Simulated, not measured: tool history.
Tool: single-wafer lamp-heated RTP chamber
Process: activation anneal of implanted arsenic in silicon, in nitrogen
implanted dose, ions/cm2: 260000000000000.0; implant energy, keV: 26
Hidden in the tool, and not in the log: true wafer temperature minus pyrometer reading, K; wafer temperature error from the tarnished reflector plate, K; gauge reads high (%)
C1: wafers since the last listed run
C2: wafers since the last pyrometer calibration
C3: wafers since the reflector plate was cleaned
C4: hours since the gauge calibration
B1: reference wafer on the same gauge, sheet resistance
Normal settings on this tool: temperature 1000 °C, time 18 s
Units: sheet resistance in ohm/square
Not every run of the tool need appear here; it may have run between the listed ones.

run 1 day=0.000 | temperature=1000 time=13 | C1=0 C2=1675 C3=4619 C4=633.8 | B1=369.27 | sheet_resistance=323.75
run 2 day=2.683 | temperature=1000 time=13 | C1=536 C2=2212 C3=5156 C4=698.2 | B1=368.89 | sheet_resistance=323.21
-- day=4.921 pyrometer window cleaned and pyrometer calibrated
run 3 day=5.783 | temperature=1000 time=13 | C1=553 C2=172 C3=5709 C4=772.6 | B1=368.21 | sheet_resistance=322.61
run 4 day=7.292 | temperature=1019 time=18 | C1=301 C2=474 C3=6011 C4=808.8 | B1=368.06 | sheet_resistance=319.62
run 5 day=11.329 | temperature=1000 time=24 | C1=807 C2=1282 C3=6819 C4=905.7 | B1=367.15 | sheet_resistance=319.96
run 6 day=13.138 | temperature=1000 time=18 | C1=361 C2=1644 C3=7181 C4=949.1 | B1=366.98 | sheet_resistance=320.31
-- day=15.317 gauge calibrated
run 7 day=15.496 | temperature=1000 time=18 | C1=471 C2=2116 C3=7653 C4=4.3 | B1=370.63 | sheet_resistance=323.23
-- day=16.958 pyrometer window cleaned and pyrometer calibrated
run 8 day=18.271 | temperature=1000 time=18 | C1=488 C2=262 C3=8142 C4=70.9 | B1=370.53 | sheet_resistance=323.94
run 9 day=21.471 | temperature=1000 time=18 | C1=640 C2=902 C3=8782 C4=147.7 | B1=370.62 | sheet_resistance=323.86
run 10 day=25.921 | temperature=1013 time=8 | C1=890 C2=1793 C3=9673 C4=254.5 | B1=370.29 | sheet_resistance=325.59
run 11 day=28.417 | temperature=987 time=10 | C1=499 C2=2292 C3=10172 C4=314.4 | B1=370.12 | sheet_resistance=326.25
-- day=32.083 pyrometer window cleaned and pyrometer calibrated
run 12 day=32.104 | temperature=1000 time=18 | C1=671 C2=4 C3=10843 C4=402.9 | B1=369.95 | sheet_resistance=323.83
run 13 day=33.942 | temperature=1000 time=27 | C1=367 C2=371 C3=11211 C4=447.0 | B1=369.60 | sheet_resistance=320.93
-- day=35.092 reflector plate cleaned
run 14 day=36.767 | temperature=1026 time=13 | C1=498 C2=870 C3=335 C4=514.8 | B1=369.51 | sheet_resistance=322.07
run 15 day=39.817 | temperature=1014 time=28 | C1=610 C2=1480 C3=945 C4=588.0 | B1=369.04 | sheet_resistance=319.53
run 16 day=42.817 | temperature=1000 time=18 | C1=600 C2=2081 C3=1546 C4=660.0 | B1=368.62 | sheet_resistance=322.01
run 17 day=45.325 | temperature=1016 time=18 | C1=501 C2=2583 C3=2048 C4=720.2 | B1=368.23 | sheet_resistance=320.11

Difference, measured minus no-hidden-state, one row per run. Run-to-run variation is common to both terms; the gauge's own scatter need not be:
run=1 sheet_resistance=-1.51
run=2 sheet_resistance=-1.87
run=3 sheet_resistance=-2.32
run=4 sheet_resistance=-2.55
run=5 sheet_resistance=-3.24
run=6 sheet_resistance=-3.58
run=7 sheet_resistance=-0.26
run=8 sheet_resistance=-0.29
run=9 sheet_resistance=-0.36
run=10 sheet_resistance=-0.54
run=11 sheet_resistance=-0.68
run=12 sheet_resistance=-0.95
run=13 sheet_resistance=-1.09
run=14 sheet_resistance=-1.36
run=15 sheet_resistance=-1.69
run=16 sheet_resistance=-2.08
run=17 sheet_resistance=-2.41

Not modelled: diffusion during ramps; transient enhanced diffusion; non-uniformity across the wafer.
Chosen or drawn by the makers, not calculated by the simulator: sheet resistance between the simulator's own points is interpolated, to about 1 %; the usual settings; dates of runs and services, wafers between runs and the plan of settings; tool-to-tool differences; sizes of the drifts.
